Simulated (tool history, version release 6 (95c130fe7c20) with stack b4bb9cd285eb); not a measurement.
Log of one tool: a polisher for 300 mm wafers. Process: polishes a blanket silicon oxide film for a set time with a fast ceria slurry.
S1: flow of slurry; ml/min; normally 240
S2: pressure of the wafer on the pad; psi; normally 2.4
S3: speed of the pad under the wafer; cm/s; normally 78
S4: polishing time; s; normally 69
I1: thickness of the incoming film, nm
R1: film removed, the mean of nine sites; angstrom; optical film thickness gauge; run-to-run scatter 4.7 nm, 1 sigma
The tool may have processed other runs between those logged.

run   hour   S1   S2   S3  S4      I1     R1
  1    0.0  240  2.2   78  69  2445.9   6497
  2   10.1  240  2.2   78  69  2489.0   6457
  3   19.6  240  2.2   78  69  2487.0   6357
  4   33.4  240  2.4   78  84  2471.9   8419
  5   49.6  240  2.4   78  84  2460.8   8359
  6   58.4  240  2.4   78  84  2492.2   8405
  7   69.3  240  2.4   92  69  2440.1   8140
  8   87.6  240  2.4   92  69  2517.3   8492
  9  102.5  180  2.1  106  45  2505.1   5193
 10  109.0  240  2.4   96  93  2459.6  11594
 11  123.3  300  3.0   52  58  2490.3   5066
 12  132.9  240  2.4   78  69  2451.4   6946
 13  145.9  240  2.4   78  54  2503.3   5431
 14  162.4  240  2.6   78  69  2465.3   8628
 15  176.6  180  2.4   78  69  2494.2   7727
 16  190.4  240  2.4   78  69  2515.2   7815
 17  204.3  190  1.6   98  62  2461.1   5844

Not shown: 4 entries that the log had between the listed runs. Between which runs, and how does the tool's hidden state differ before and after?
In the gap between runs 7 and 8: worn pad replaced by a new one (hour 87.1)
  removal rate lost through wear of the pad, %: 4.88 -> 0.281
  measured value less the no-hidden-state value, R1: -1603 -> -1207 angstrom
In the gap between runs 8 and 9: slurry nozzle cleaned (hour 98.4)
  removal rate lost through wear of the pad, %: 0.281 -> 2.11
  measured value less the no-hidden-state value, R1: -1207 -> -850 angstrom
In the gap between runs 13 and 14: head pressure recalibrated (hour 161.9)
  removal rate lost through wear of the pad, %: 4.5 -> 4.86; deviation of the head's pressure from its setpoint, %: -12.3 -> 2.14
  measured value less the no-hidden-state value, R1: -1053 -> -251 angstrom
In the gap between runs 16 and 17: worn pad replaced by a new one (hour 199.2)
  removal rate lost through wear of the pad, %: 5.18 -> 2.13; deviation of the head's pressure from its setpoint, %: 1.04 -> 0.526
  measured value less the no-hidden-state value, R1: -342 -> -96 angstrom

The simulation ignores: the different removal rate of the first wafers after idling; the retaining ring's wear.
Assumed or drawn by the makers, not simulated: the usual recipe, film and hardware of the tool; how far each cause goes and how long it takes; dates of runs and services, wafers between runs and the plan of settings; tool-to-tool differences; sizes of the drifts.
